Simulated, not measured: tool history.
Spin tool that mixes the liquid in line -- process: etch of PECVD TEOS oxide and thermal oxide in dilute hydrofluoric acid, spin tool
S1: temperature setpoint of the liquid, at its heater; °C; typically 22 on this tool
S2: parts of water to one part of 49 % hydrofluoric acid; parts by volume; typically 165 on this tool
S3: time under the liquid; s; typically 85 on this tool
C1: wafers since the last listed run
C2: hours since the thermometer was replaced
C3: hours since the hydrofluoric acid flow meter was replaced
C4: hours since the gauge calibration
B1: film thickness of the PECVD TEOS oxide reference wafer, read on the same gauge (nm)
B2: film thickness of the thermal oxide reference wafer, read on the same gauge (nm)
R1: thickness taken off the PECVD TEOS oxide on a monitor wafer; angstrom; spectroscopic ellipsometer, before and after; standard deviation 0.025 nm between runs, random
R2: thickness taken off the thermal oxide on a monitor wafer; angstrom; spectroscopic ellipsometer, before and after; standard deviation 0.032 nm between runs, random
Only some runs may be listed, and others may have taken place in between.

Run 1, hour 0: usual settings; C1 0; C2 618.8; C3 1053.2; C4 2101.3; B1 79.976; B2 60.019. Result: R1 47.65 angstrom, R2 22.05 angstrom.
Run 2, hour 36.7: usual settings but S3 55 s; C1 459; C2 655.5; C3 1089.9; C4 2138; B1 80; B2 59.991. Result: R1 30.42 angstrom, R2 13.97 angstrom.
Run 3, hour 258.9: usual settings but S3 55 s; C1 2782; C2 877.7; C3 1312.1; C4 2360.2; B1 79.978; B2 60.003. Result: R1 31.03 angstrom, R2 14.18 angstrom.
Run 4, hour 425: usual settings; C1 2079; C2 1043.8; C3 1478.2; C4 2526.3; B1 80.018; B2 59.999. Result: R1 47.84 angstrom, R2 22.17 angstrom.
Run 5, hour 531.1: usual settings; C1 1328; C2 1149.9; C3 1584.3; C4 2632.4; B1 80.028; B2 59.965. Result: R1 48.69 angstrom, R2 22.14 angstrom.
Run 6, hour 594: usual settings; C1 787; C2 1212.8; C3 1647.2; C4 2695.3; B1 80.002; B2 59.986. Result: R1 48.51 angstrom, R2 21.95 angstrom.
Run 7, hour 638.2: usual settings; C1 553; C2 1257; C3 1691.4; C4 2739.5; B1 79.992; B2 59.984. Result: R1 48.52 angstrom, R2 22.18 angstrom.
At hour 716.3: gauge calibrated.
Run 8, hour 718.6: usual settings; C1 1006; C2 1337.4; C3 1771.8; C4 2.3; B1 79.999; B2 60.016. Result: R1 48.48 angstrom, R2 22.45 angstrom.
Run 9, hour 781.1: usual settings but S1 20 °C, S2 220 parts by volume; C1 782; C2 1399.9; C3 1834.3; C4 64.8; B1 80.032; B2 60.004. Result: R1 32.33 angstrom, R2 14.96 angstrom.
Run 10, hour 822.7: usual settings but S2 200 parts by volume, S3 55 s; C1 520; C2 1441.5; C3 1875.9; C4 106.4; B1 79.998; B2 60.011. Result: R1 24.89 angstrom, R2 11.6 angstrom.
Run 11, hour 1073: usual settings but S3 105 s; C1 3134; C2 1691.8; C3 2126.2; C4 356.7; B1 80.013; B2 60.015. Result: R1 60.96 angstrom, R2 27.54 angstrom.
Run 12, hour 1145.1: usual settings but S1 24 °C, S2 190 parts by volume, S3 105 s; C1 902; C2 1763.9; C3 2198.3; C4 428.8; B1 79.987; B2 60.014. Result: R1 55.82 angstrom, R2 25.34 angstrom.
At hour 1180.6: thermometer replaced.
Run 13, hour 1191: usual settings but S1 24.5 °C, S2 140 parts by volume, S3 45 s; C1 562; C2 10.4; C3 2244.2; C4 474.7; B1 80; B2 60.003. Result: R1 33.43 angstrom, R2 15.91 angstrom.
At hour 1197.3: hydrofluoric acid flow meter replaced.
Run 14, hour 1227.7: usual settings; C1 447; C2 47.1; C3 30.4; C4 511.4; B1 80.027; B2 59.99. Result: R1 46.3 angstrom, R2 21.8 angstrom.
Run 15, hour 1268.7: usual settings but S3 105 s; C1 513; C2 88.1; C3 71.4; C4 552.4; B1 79.994; B2 59.98. Result: R1 57.26 angstrom, R2 26.25 angstrom.
Run 16, hour 1316.3: usual settings; C1 596; C2 135.7; C3 119; C4 600; B1 80.008; B2 59.999. Result: R1 46.34 angstrom, R2 21.08 angstrom.
Run 17, hour 1374.5: usual settings; C1 728; C2 193.9; C3 177.2; C4 658.2; B1 80.007; B2 59.98. Result: R1 46.26 angstrom, R2 21.46 angstrom.
Run 18, hour 1423.8: usual settings but S2 105 parts by volume; C1 617; C2 243.2; C3 226.5; C4 707.5; B1 79.975; B2 60.004. Result: R1 78.32 angstrom, R2 36.71 angstrom.
Run 19, hour 1508.3: usual settings but S1 23.5 °C; C1 1058; C2 327.7; C3 311; C4 792; B1 80.042; B2 59.991. Result: R1 49.43 angstrom, R2 22.73 angstrom.
Run 20, hour 1547.4: usual settings; C1 489; C2 366.8; C3 350.1; C4 831.1; B1 80.04; B2 60.011. Result: R1 46.65 angstrom, R2 21.67 angstrom.
Run 21, hour 1629.2: usual settings but S1 18.5 °C, S2 95 parts by volume, S3 65 s; C1 1024; C2 448.6; C3 431.9; C4 912.9; B1 79.985; B2 60.007. Result: R1 57.72 angstrom, R2 27.74 angstrom.
Run 22, hour 1668.6: usual settings but S1 26.5 °C, S2 200 parts by volume, S3 70 s; C1 493; C2 488; C3 471.3; C4 952.3; B1 79.973; B2 59.996. Result: R1 36.47 angstrom, R2 17.13 angstrom.
Run 23, hour 1917.8: usual settings but S2 230 parts by volume, S3 120 s; C1 3120; C2 737.2; C3 720.5; C4 1201.5; B1 80.01; B2 60.013. Result: R1 45.06 angstrom, R2 20.33 angstrom.
Run 24, hour 1962.8: usual settings but S1 18.5 °C; C1 563; C2 782.2; C3 765.5; C4 1246.5; B1 79.987; B2 59.992. Result: R1 41.14 angstrom, R2 18.94 angstrom.
Run 25, hour 2064.3: usual settings; C1 1270; C2 883.7; C3 867; C4 1348; B1 80.015; B2 59.996. Result: R1 47.64 angstrom, R2 21.95 angstrom.
Run 26, hour 2142.1: usual settings but S2 205 parts by volume; C1 974; C2 961.5; C3 944.8; C4 1425.8; B1 80.032; B2 59.999. Result: R1 36.73 angstrom, R2 16.84 angstrom.
Run 27, hour 2240.8: usual settings but S3 60 s; C1 1235; C2 1060.2; C3 1043.5; C4 1524.5; B1 80; B2 59.988. Result: R1 34.01 angstrom, R2 15.71 angstrom.

3 options for the next run, each taken on its own from the tool as it stands now. Forecast them:
Run A, hour 2241.2: usual settings; C1 5; C2 1060.6; C3 1043.9; C4 1524.9; B1 ?; B2 ?. Result: R1 ?, R2 ?.
Run B, hour 2241.2: usual settings but S1 19.5 °C; C1 5; C2 1060.6; C3 1043.9; C4 1524.9; B1 ?; B2 ?. Result: R1 ?, R2 ?.
Run C, hour 2241.2: usual settings but S1 17.5 °C, S3 130 s; C1 5; C2 1060.6; C3 1043.9; C4 1524.9; B1 ?; B2 ?. Result: R1 ?, R2 ?.

run      B1     B2     R1     R2
  A  79.996  59.98  47.69   22.2
  B  79.996  59.98  43.27  20.14
  C  79.996  59.98   61.1  28.44
Stripped of hidden state, with their random variation kept, the same runs would have yielded:
run     R1     R2
  A  46.04  21.43
  B  41.75  19.43
  C  58.94  27.43
